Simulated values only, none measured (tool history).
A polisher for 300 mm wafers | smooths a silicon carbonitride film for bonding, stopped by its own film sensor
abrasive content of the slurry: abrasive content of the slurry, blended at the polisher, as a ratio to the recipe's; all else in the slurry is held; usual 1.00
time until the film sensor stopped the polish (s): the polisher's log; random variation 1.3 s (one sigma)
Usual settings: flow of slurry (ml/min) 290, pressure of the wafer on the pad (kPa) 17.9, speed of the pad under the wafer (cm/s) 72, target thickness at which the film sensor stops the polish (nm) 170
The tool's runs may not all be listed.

run    hour  flow of slurry (ml/min)  pressure of the wafer on the pad (kPa)  speed of the pad under the wafer (cm/s)  abrasive content of the slurry  target thickness at which the film sensor stops the polish (nm)  incoming thickness of the incoming film, nm  time until the film sensor stopped the polish (s)
  1     0.0                      290                                    17.9                                       72                            1.00                                                              170                                        191.7                                              106.9
       99.7  -- head pressure recalibrated
      164.7  -- worn pad replaced by a new one
  2   199.2                      290                                    17.9                                       72                            1.00                                                              170                                        191.3                                              112.6
      312.2  -- slurry nozzle cleaned
  3   318.2                      290                                    17.9                                       72                            1.00                                                              170                                        189.3                                              102.6
  4   351.8                      290                                    17.9                                       72                            1.00                                                              170                                        194.4                                              130.5
      366.4  -- slurry blender recalibrated
  5   393.7                      290                                    17.9                                       72                            1.00                                                              170                                        188.9                                               91.9
      401.6  -- worn pad replaced by a new one
  6   441.9                      360                                    17.9                                       72                            0.85                                                              170                                        190.1                                              105.9
  7   472.4                      360                                    17.9                                       72                            0.85                                                              170                                        187.9                                               96.0
  8   529.1                      360                                    17.9                                       72                            0.85                                                              170                                        191.6                                              116.2
  9   567.7                      290                                    17.9                                       56                            1.00                                                              170                                        186.0                                               96.8
      597.9  -- head pressure recalibrated
 10   601.8                      290                                    17.9                                       72                            1.00                                                              170                                        189.1                                              100.4
 11   635.2                      290                                    17.9                                       72                            1.00                                                              170                                        188.1                                               97.6
      662.4  -- worn pad replaced by a new one, of another model than before
 12   676.5                      290                                    23.4                                       50                            1.25                                                              170                                        189.1                                               83.0
      703.5  -- slurry nozzle cleaned
 13   730.3                      250                                    17.9                                       92                            0.75                                                              170                                        191.4                                              121.7
 14   762.9                      195                                    17.9                                       72                            0.80                                                              170                                        190.3                                              126.6
 15   808.5                      330                                    20.0                                       52                            1.00                                                              168                                        189.1                                              118.7
      836.1  -- slurry blender recalibrated
 16   851.3                      265                                    22.8                                       72                            1.10                                                              167                                        190.6                                               90.3
      878.4  -- worn pad replaced by a new one
 17   882.5                      225                                    13.8                                       72                            0.80                                                              174                                        190.4                                              108.8
 18   927.3                      200                                    24.1                                       90                            1.25                                                              170                                        186.3                                               55.4
 19   973.2                      290                                    17.9                                       72                            1.00                                                              170                                        191.9                                              109.0
 20  1009.5                      290                                    17.9                                       72                            1.00                                                              170                                        191.2                                              106.4

4 ways to go on from here, each from the tool as it stands after run 20. What would each give?
  A  1009.9                      290                                    17.9                                       72                            0.75                                                              170                                        187.7                                                  ?
  B  1009.9                      290                                    17.9                                       72                            1.10                                                              170                                        187.7                                                  ?
  C  1009.9                      290                                    15.2                                       50                            0.85                                                              168                                        187.7                                                  ?
  D  1009.9                      290                                    13.1                                       60                            1.00                                                              170                                        187.7                                                  ?

run  time until the film sensor stopped the polish (s)
  A                                              105.1
  B                                               86.7
  C                                              138.0
  D                                              119.1
Without the tool's hidden state the same runs would have given:
run  time until the film sensor stopped the polish (s)
  A                                               96.0
  B                                               80.4
  C                                              126.7
  D                                              110.0

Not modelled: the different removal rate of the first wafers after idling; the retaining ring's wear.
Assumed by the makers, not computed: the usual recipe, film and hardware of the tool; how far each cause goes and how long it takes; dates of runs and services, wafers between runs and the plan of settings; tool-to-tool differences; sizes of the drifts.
